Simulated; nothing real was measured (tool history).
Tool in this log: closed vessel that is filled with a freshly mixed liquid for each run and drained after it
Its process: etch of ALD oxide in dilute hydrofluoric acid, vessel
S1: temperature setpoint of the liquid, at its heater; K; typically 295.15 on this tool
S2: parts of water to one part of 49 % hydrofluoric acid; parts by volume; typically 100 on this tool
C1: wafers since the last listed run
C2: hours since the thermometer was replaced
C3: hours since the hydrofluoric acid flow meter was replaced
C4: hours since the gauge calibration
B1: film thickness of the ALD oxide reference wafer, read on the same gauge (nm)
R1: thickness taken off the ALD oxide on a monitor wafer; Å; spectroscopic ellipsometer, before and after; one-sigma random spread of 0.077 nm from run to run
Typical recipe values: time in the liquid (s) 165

Run 1, day 0.000: usual settings but S1 298.15 K, S2 70 parts by volume; C1 0; C2 1768.7; C3 650.7; C4 333.4; B1 119.97. Result: R1 238.4 Å.
Run 2, day 0.696: usual settings but S1 298.15 K, S2 70 parts by volume; C1 1075; C2 1785.4; C3 667.4; C4 350.1; B1 120.07. Result: R1 237.9 Å.
Run 3, day 2.088: usual settings; C1 2151; C2 1818.8; C3 700.8; C4 383.5; B1 120.05. Result: R1 143.4 Å.
Run 4, day 2.971: usual settings but S2 135 parts by volume; C1 1365; C2 1840.0; C3 722.0; C4 404.7; B1 120.03. Result: R1 102.4 Å.
Run 5, day 4.208: usual settings; C1 1913; C2 1869.7; C3 751.7; C4 434.4; B1 119.99. Result: R1 142.6 Å.
Run 6, day 5.362: usual settings; C1 1784; C2 1897.4; C3 779.4; C4 462.1; B1 119.98. Result: R1 141.5 Å.
Run 7, day 6.096: usual settings; C1 1133; C2 1915.0; C3 797.0; C4 479.7; B1 120.01. Result: R1 140.5 Å.
Run 8, day 7.412: usual settings but S2 120 parts by volume; C1 2035; C2 1946.6; C3 828.6; C4 511.3; B1 119.96. Result: R1 114.5 Å.
Run 9, day 8.325: usual settings; C1 1410; C2 1968.5; C3 850.5; C4 533.2; B1 120.00. Result: R1 142.6 Å.
At day 9.333: gauge calibrated.
Run 10, day 9.529: usual settings; C1 1861; C2 1997.4; C3 879.4; C4 4.7; B1 119.99. Result: R1 141.6 Å.
At day 9.638: hydrofluoric acid flow meter replaced.
Run 11, day 10.908: usual settings but S1 292.65 K, time in the liquid (s) 220; C1 2068; C2 2030.5; C3 30.5; C4 37.8; B1 120.02. Result: R1 168.9 Å.
Run 12, day 12.125: usual settings but S1 292.65 K; C1 1881; C2 2059.7; C3 59.7; C4 67.0; B1 120.00. Result: R1 127.3 Å.
At day 12.562: thermometer replaced.
Run 13, day 13.458: usual settings; C1 1997; C2 21.5; C3 91.7; C4 99.0; B1 120.04. Result: R1 133.7 Å.
Run 14, day 14.642: usual settings but S1 298.65 K, S2 50 parts by volume, time in the liquid (s) 215; C1 1829; C2 49.9; C3 120.1; C4 127.4; B1 120.01. Result: R1 425.8 Å.
Run 15, day 15.179: usual settings but S1 291.15 K, S2 115 parts by volume, time in the liquid (s) 225; C1 831; C2 62.8; C3 133.0; C4 140.3; B1 119.98. Result: R1 132.8 Å.
Run 16, day 16.362: usual settings but S1 297.65 K, S2 85 parts by volume, time in the liquid (s) 250; C1 1829; C2 91.2; C3 161.4; C4 168.7; B1 120.01. Result: R1 267.4 Å.
At day 17.004: thermometer replaced, repeated, since the last time left the tool worse.
Run 17, day 17.092: usual settings but S1 292.65 K, S2 55 parts by volume, time in the liquid (s) 210; C1 1063; C2 2.1; C3 178.9; C4 186.2; B1 120.03. Result: R1 333.1 Å.
Run 18, day 17.908: usual settings but S1 296.65 K, S2 50 parts by volume; C1 1262; C2 21.7; C3 198.5; C4 205.8; B1 119.96. Result: R1 341.6 Å.
Run 19, day 18.462: usual settings but S1 292.65 K, S2 55 parts by volume, time in the liquid (s) 210; C1 856; C2 35.0; C3 211.8; C4 219.1; B1 120.05. Result: R1 331.1 Å.
Run 20, day 19.183: usual settings; C1 1114; C2 52.3; C3 229.1; C4 236.4; B1 120.00. Result: R1 151.3 Å.
Run 21, day 19.804: usual settings but S1 290.65 K, S2 65 parts by volume, time in the liquid (s) 125; C1 959; C2 67.2; C3 244.0; C4 251.3; B1 120.02. Result: R1 151.1 Å.
Run 22, day 22.675: usual settings but S1 292.65 K, S2 140 parts by volume, time in the liquid (s) 225; C1 4438; C2 136.1; C3 312.9; C4 320.2; B1 120.03. Result: R1 128.1 Å.
Run 23, day 23.671: usual settings but S1 292.15 K, S2 70 parts by volume, time in the liquid (s) 130; C1 1539; C2 160.0; C3 336.8; C4 344.1; B1 120.00. Result: R1 156.5 Å.
Run 24, day 24.817: usual settings but S1 297.65 K, S2 85 parts by volume, time in the liquid (s) 250; C1 1771; C2 187.5; C3 364.3; C4 371.6; B1 119.99. Result: R1 304.9 Å.
Run 25, day 25.988: usual settings; C1 1810; C2 215.6; C3 392.4; C4 399.7; B1 120.00. Result: R1 151.1 Å.
Run 26, day 30.488: usual settings but S1 299.65 K, time in the liquid (s) 140; C1 6957; C2 323.6; C3 500.4; C4 507.7; B1 119.95. Result: R1 151.9 Å.

Predict each of these 3 candidate next runs independently; none follows another, all start after run 26:
Run A, day 30.517: usual settings; C1 45; C2 324.3; C3 501.1; C4 508.4; B1 ?. Result: R1 ?.
Run B, day 30.517: usual settings but S1 299.65 K, time in the liquid (s) 105; C1 45; C2 324.3; C3 501.1; C4 508.4; B1 ?. Result: R1 ?.
Run C, day 30.517: usual settings but S2 60 parts by volume; C1 45; C2 324.3; C3 501.1; C4 508.4; B1 ?. Result: R1 ?.

run      B1     R1
  A  120.01  149.9
  B  120.01  114.0
  C  120.01  262.1
With no hidden state in the tool, these same runs would have given:
run     R1
  A  151.6
  B  115.3
  C  265.2

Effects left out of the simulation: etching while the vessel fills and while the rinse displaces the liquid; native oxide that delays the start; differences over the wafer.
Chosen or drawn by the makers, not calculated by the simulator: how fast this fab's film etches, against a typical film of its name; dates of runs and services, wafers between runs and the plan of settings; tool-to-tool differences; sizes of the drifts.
